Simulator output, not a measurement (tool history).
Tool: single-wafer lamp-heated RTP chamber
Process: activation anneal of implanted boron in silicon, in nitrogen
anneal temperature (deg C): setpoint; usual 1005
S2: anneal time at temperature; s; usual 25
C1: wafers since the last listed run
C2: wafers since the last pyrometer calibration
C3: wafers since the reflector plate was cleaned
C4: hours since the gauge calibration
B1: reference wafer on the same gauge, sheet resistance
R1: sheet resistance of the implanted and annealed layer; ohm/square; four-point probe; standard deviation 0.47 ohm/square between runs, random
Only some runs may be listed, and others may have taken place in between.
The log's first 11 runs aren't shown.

At day 14.767: pyrometer window cleaned and pyrometer calibrated.
Run 12, day 14.788: usual settings but anneal temperature (deg C) 988, S2 30 s; C1 496; C2 7; C3 3127; C4 932.8; B1 202.90. Result: R1 176.27 ohm/square.
Run 13, day 15.900: usual settings but anneal temperature (deg C) 988, S2 30 s; C1 390; C2 397; C3 3517; C4 959.5; B1 203.02. Result: R1 175.43 ohm/square.
Run 14, day 17.017: usual settings but anneal temperature (deg C) 989; C1 391; C2 788; C3 3908; C4 986.3; B1 202.90. Result: R1 177.04 ohm/square.
Run 15, day 17.754: usual settings but anneal temperature (deg C) 989; C1 258; C2 1047; C3 4167; C4 1004.0; B1 202.80. Result: R1 175.59 ohm/square.
Run 16, day 19.150: usual settings but anneal temperature (deg C) 989; C1 489; C2 1536; C3 4657; C4 1037.5; B1 202.96. Result: R1 175.82 ohm/square.
At day 21.788: pyrometer window cleaned and pyrometer calibrated, repeated, since the last time left the tool worse.
Run 17, day 22.262: usual settings but anneal temperature (deg C) 1013; C1 974; C2 166; C3 5631; C4 1112.2; B1 202.97. Result: R1 174.51 ohm/square.
Run 18, day 23.200: usual settings; C1 328; C2 495; C3 5960; C4 1134.7; B1 202.90. Result: R1 175.93 ohm/square.
Run 19, day 23.992: usual settings; C1 277; C2 773; C3 6238; C4 1153.7; B1 202.85. Result: R1 174.56 ohm/square.
Run 20, day 25.471: usual settings; C1 518; C2 1292; C3 6756; C4 1189.2; B1 202.97. Result: R1 174.98 ohm/square.
Run 21, day 25.992: usual settings but anneal temperature (deg C) 1023, S2 18 s; C1 182; C2 1474; C3 6939; C4 1201.7; B1 202.93. Result: R1 172.44 ohm/square.
Run 22, day 27.192: usual settings but anneal temperature (deg C) 985, S2 17 s; C1 420; C2 1895; C3 7360; C4 1230.5; B1 203.08. Result: R1 183.79 ohm/square.
Run 23, day 28.050: usual settings but anneal temperature (deg C) 995; C1 301; C2 2196; C3 7661; C4 1251.1; B1 202.98. Result: R1 177.03 ohm/square.
At day 30.146: gauge calibrated.
Run 24, day 30.633: usual settings but anneal temperature (deg C) 1024, S2 17 s; C1 905; C2 3102; C3 8567; C4 11.7; B1 203.08. Result: R1 173.41 ohm/square.
Run 25, day 31.454: usual settings but anneal temperature (deg C) 1013, S2 16 s; C1 287; C2 3390; C3 8855; C4 31.4; B1 202.89. Result: R1 173.90 ohm/square.
At day 32.354: reflector plate cleaned.
Run 26, day 32.471: usual settings but anneal temperature (deg C) 1026; C1 239; C2 3629; C3 40; C4 55.8; B1 203.08. Result: R1 170.27 ohm/square.
Run 27, day 33.933: usual settings but anneal temperature (deg C) 1013, S2 21 s; C1 512; C2 4142; C3 553; C4 90.9; B1 203.03. Result: R1 173.78 ohm/square.
Run 28, day 34.550: usual settings but anneal temperature (deg C) 988, S2 32 s; C1 216; C2 4359; C3 770; C4 105.7; B1 202.93. Result: R1 177.62 ohm/square.
Run 29, day 35.829: usual settings; C1 448; C2 4807; C3 1218; C4 136.4; B1 203.01. Result: R1 174.13 ohm/square.
At day 37.388: pyrometer window cleaned and pyrometer calibrated.
Run 30, day 40.175: usual settings but anneal temperature (deg C) 1015, S2 19 s; C1 1407; C2 977; C3 2625; C4 240.7; B1 203.20. Result: R1 174.37 ohm/square.
Run 31, day 40.796: usual settings but anneal temperature (deg C) 1033, S2 13 s; C1 217; C2 1195; C3 2843; C4 255.6; B1 203.08. Result: R1 172.43 ohm/square.
Run 32, day 41.871: usual settings but anneal temperature (deg C) 979, S2 21 s; C1 376; C2 1572; C3 3220; C4 281.4; B1 203.02. Result: R1 185.50 ohm/square.
Run 33, day 42.912: usual settings but S2 11 s; C1 365; C2 1937; C3 3585; C4 306.4; B1 202.90. Result: R1 178.25 ohm/square.
Run 34, day 44.192: usual settings; C1 448; C2 2386; C3 4034; C4 337.1; B1 202.84. Result: R1 175.81 ohm/square.
Run 35, day 45.388: usual settings; C1 419; C2 2805; C3 4453; C4 365.8; B1 202.94. Result: R1 175.03 ohm/square.
Run 36, day 46.258: usual settings but anneal temperature (deg C) 1014, S2 17 s; C1 305; C2 3110; C3 4759; C4 386.7; B1 202.99. Result: R1 174.03 ohm/square.

Consider 3 possible next runs. They are alternatives, not a sequence: every one starts from the tool as it was left by run 36. What does each give?
Run A, day 46.275: usual settings but anneal temperature (deg C) 1017; C1 5; C2 3116; C3 4764; C4 387.1; B1 ?. Result: R1 ?.
Run B, day 46.275: usual settings but anneal temperature (deg C) 1019; C1 5; C2 3116; C3 4764; C4 387.1; B1 ?. Result: R1 ?.
Run C, day 46.275: usual settings but anneal temperature (deg C) 1028, S2 19 s; C1 5; C2 3116; C3 4764; C4 387.1; B1 ?. Result: R1 ?.

run      B1      R1
  A  203.02  173.51
  B  203.02  173.17
  C  203.02  172.76
Without the tool's hidden state the same runs would have given:
run      R1
  A  174.28
  B  173.93
  C  173.46

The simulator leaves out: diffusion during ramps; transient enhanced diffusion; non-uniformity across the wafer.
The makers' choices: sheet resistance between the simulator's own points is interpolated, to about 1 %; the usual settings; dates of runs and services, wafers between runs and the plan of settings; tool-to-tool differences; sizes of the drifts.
